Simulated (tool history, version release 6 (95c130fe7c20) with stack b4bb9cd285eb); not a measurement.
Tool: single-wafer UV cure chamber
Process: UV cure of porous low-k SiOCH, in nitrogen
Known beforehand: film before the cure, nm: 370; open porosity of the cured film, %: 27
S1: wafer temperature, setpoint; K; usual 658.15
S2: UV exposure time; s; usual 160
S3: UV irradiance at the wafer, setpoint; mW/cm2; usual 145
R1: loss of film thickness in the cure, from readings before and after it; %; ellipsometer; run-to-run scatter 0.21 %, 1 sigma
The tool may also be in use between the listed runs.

run     day      S1   S2   S3      R1
  1       0  658.15  160  123  12.556
  2   1.188  658.15  160  145  12.771
  3   2.317  658.15  160  145  13.444
  4   2.846  658.15  160  145  13.273
  5   4.058  645.15  160  145  13.264
  6   5.075  645.15  160  145  13.376
  7   6.321  645.15  160  145   12.98
  8   7.192  658.15  160  174  14.322
  9   8.233  658.15  160  174  14.418
 10   9.671  643.15  160  145  12.638
 11  10.325  643.15  160  145  12.589
 12  11.496  658.15  195  172  15.032
 13  12.179  663.15  100  111    9.72
 14   12.85  658.15   90  175  11.264
 15  13.846  658.15  105  105   9.386
 16  15.304  658.15  160  145  13.027
 17  16.008  658.15  160  145  12.941
 18  17.288  658.15  160  145  13.141
 19  18.496  675.15   65  145   8.955
 20  19.558  642.15  240  175   15.91
 21  20.588  658.15  160  145  13.072
 22  22.038  650.15  160  106  11.358

Withheld: 2 entries from between the runs. Position of each, and hidden state at the listed run before versus the listed run after:
From run 7 to run 8: quartz window cleaned (day 7.171)
  no hidden state differs between the two runs
From run 12 to run 13: UV bulbs replaced (day 11.938)
  no hidden state differs between the two runs
